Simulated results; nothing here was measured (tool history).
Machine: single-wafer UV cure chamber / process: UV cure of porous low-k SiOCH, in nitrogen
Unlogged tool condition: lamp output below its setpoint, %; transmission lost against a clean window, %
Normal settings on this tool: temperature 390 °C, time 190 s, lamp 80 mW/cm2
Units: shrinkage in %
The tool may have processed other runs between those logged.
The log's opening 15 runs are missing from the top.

run	day	temperature	time	lamp	wafers since the last listed run	hours since the UV bulbs were replaced	wafers since the quartz window was cleaned	shrinkage
16	6.771	390	190	68	78	1798.6	2168	8.868
17	7.221	390	240	62	63	1809.4	2232	9.47
# day 7.908: UV bulbs replaced
18	7.929	390	240	62	53	0.5	2285	9.505
19	8.283	390	95	80	50	9	2335	6.258
20	8.758	390	190	80	67	20.4	2402	9.175
21	9.425	407	190	59	94	36.4	2497	8.217
22	9.771	407	265	68	48	44.7	2546	10.134
23	10.208	375	285	80	61	55.2	2607	10.715
24	10.892	390	295	69	96	71.6	2704	10.526
25	11.321	404	270	67	60	81.9	2765	9.995
# day 11.929: quartz window cleaned
26	11.95	390	190	80	41	97	2	9.971
27	12.208	390	190	80	36	103.2	39	9.936
28	13.625	390	125	80	200	137.2	239	8.28
29	14.083	407	265	44	64	148.2	304	9.189
30	14.721	390	190	80	90	163.5	394	10.013
31	15.025	390	190	80	43	170.8	437	9.82
32	15.333	390	85	95	43	178.2	481	7.238
33	15.738	408	290	60	57	187.9	538	11.08
34	16.312	390	190	80	81	201.7	619	9.976
35	16.838	375	190	63	74	214.3	694	8.656
36	17.25	406	240	50	58	224.2	752	9.315
37	18.942	404	145	80	239	264.8	991	9.08

Forecast each of these 4 alternatives for the next run:
A	18.962	390	190	80	2	265.3	994	?
B	18.962	399	140	80	2	265.3	994	?
C	18.962	407	190	97	2	265.3	994	?
D	18.962	400	270	94	2	265.3	994	?

run	shrinkage
A	9.854
B	8.647
C	11.041
D	12.43
Had the tool no hidden state, the same runs would have come out as:
run	shrinkage
A	10.005
B	8.794
C	11.197
D	12.591
